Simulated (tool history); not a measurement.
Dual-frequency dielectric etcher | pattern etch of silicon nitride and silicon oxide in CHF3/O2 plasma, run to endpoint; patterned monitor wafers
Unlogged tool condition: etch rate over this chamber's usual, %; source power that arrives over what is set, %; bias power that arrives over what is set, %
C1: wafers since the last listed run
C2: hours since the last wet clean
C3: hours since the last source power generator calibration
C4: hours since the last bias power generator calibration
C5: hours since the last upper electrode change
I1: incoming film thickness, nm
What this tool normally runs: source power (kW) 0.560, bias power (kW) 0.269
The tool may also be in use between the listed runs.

run 1 hour=0.0 | source_power_(kW)=0.560 bias_power_(kW)=0.269 | C1=0 C2=256.6 C3=4993.9 C4=3475.2 C5=4879.8 | I1=302.5 | endpoint_time_(s)=168.2
run 2 hour=32.9 | source_power_(kW)=0.560 bias_power_(kW)=0.269 | C1=309 C2=289.5 C3=5026.8 C4=3508.1 C5=4912.7 | I1=304.7 | endpoint_time_(s)=167.3
run 3 hour=48.9 | source_power_(kW)=0.560 bias_power_(kW)=0.269 | C1=150 C2=305.5 C3=5042.8 C4=3524.1 C5=4928.7 | I1=309.9 | endpoint_time_(s)=171.2
run 4 hour=66.1 | source_power_(kW)=0.590 bias_power_(kW)=0.269 | C1=161 C2=322.7 C3=5060.0 C4=3541.3 C5=4945.9 | I1=309.3 | endpoint_time_(s)=167.6
run 5 hour=87.0 | source_power_(kW)=0.560 bias_power_(kW)=0.269 | C1=196 C2=343.6 C3=5080.9 C4=3562.2 C5=4966.8 | I1=302.0 | endpoint_time_(s)=167.0
run 6 hour=122.7 | source_power_(kW)=0.560 bias_power_(kW)=0.269 | C1=336 C2=379.3 C3=5116.6 C4=3597.9 C5=5002.5 | I1=311.1 | endpoint_time_(s)=171.0
run 7 hour=146.5 | source_power_(kW)=0.660 bias_power_(kW)=0.269 | C1=224 C2=403.1 C3=5140.4 C4=3621.7 C5=5026.3 | I1=306.3 | endpoint_time_(s)=156.8
run 8 hour=171.2 | source_power_(kW)=0.660 bias_power_(kW)=0.269 | C1=232 C2=427.8 C3=5165.1 C4=3646.4 C5=5051.0 | I1=307.1 | endpoint_time_(s)=156.9
run 9 hour=186.2 | source_power_(kW)=0.660 bias_power_(kW)=0.269 | C1=141 C2=442.8 C3=5180.1 C4=3661.4 C5=5066.0 | I1=304.2 | endpoint_time_(s)=157.0
run 10 hour=216.4 | source_power_(kW)=0.560 bias_power_(kW)=0.269 | C1=284 C2=473.0 C3=5210.3 C4=3691.6 C5=5096.2 | I1=305.1 | endpoint_time_(s)=169.2
run 11 hour=231.4 | source_power_(kW)=0.560 bias_power_(kW)=0.269 | C1=141 C2=488.0 C3=5225.3 C4=3706.6 C5=5111.2 | I1=305.7 | endpoint_time_(s)=167.7
run 12 hour=258.7 | source_power_(kW)=0.560 bias_power_(kW)=0.269 | C1=257 C2=515.3 C3=5252.6 C4=3733.9 C5=5138.5 | I1=304.0 | endpoint_time_(s)=165.5
run 13 hour=270.9 | source_power_(kW)=0.510 bias_power_(kW)=0.202 | C1=114 C2=527.5 C3=5264.8 C4=3746.1 C5=5150.7 | I1=306.1 | endpoint_time_(s)=186.7
-- hour=304.4 wet clean of the chamber
run 14 hour=304.9 | source_power_(kW)=0.470 bias_power_(kW)=0.296 | C1=94 C2=0.5 C3=5298.8 C4=3780.1 C5=5184.7 | I1=305.7 | endpoint_time_(s)=173.6
run 15 hour=319.8 | source_power_(kW)=0.560 bias_power_(kW)=0.269 | C1=140 C2=15.4 C3=5313.7 C4=3795.0 C5=5199.6 | I1=305.6 | endpoint_time_(s)=161.9
run 16 hour=339.2 | source_power_(kW)=0.560 bias_power_(kW)=0.269 | C1=182 C2=34.8 C3=5333.1 C4=3814.4 C5=5219.0 | I1=307.9 | endpoint_time_(s)=163.1
-- hour=344.0 source power generator calibrated
run 17 hour=366.2 | source_power_(kW)=0.670 bias_power_(kW)=0.216 | C1=216 C2=61.8 C3=22.2 C4=3841.4 C5=5246.0 | I1=306.6 | endpoint_time_(s)=154.7
run 18 hour=395.6 | source_power_(kW)=0.650 bias_power_(kW)=0.314 | C1=276 C2=91.2 C3=51.6 C4=3870.8 C5=5275.4 | I1=306.5 | endpoint_time_(s)=146.5
-- hour=421.6 upper electrode replaced
-- hour=422.3 bias power generator calibrated
-- hour=424.5 wet clean of the chamber, repeated, since the last time left the tool worse
run 19 hour=425.6 | source_power_(kW)=0.590 bias_power_(kW)=0.269 | C1=29 C2=1.1 C3=81.6 C4=3.3 C5=4.0 | I1=306.9 | endpoint_time_(s)=168.0

For run 20, what comes out?
run 20 hour=440.7 | source_power_(kW)=0.560 bias_power_(kW)=0.269 | C1=142 C2=16.2 C3=96.7 C4=18.4 C5=19.1 | I1=306.9 | endpoint_time_(s)=?

Run 20 measured endpoint time (s) 174.1.
Were there no unlogged condition in the tool, this run, its random variation unchanged, would have produced endpoint time (s) 173.7.
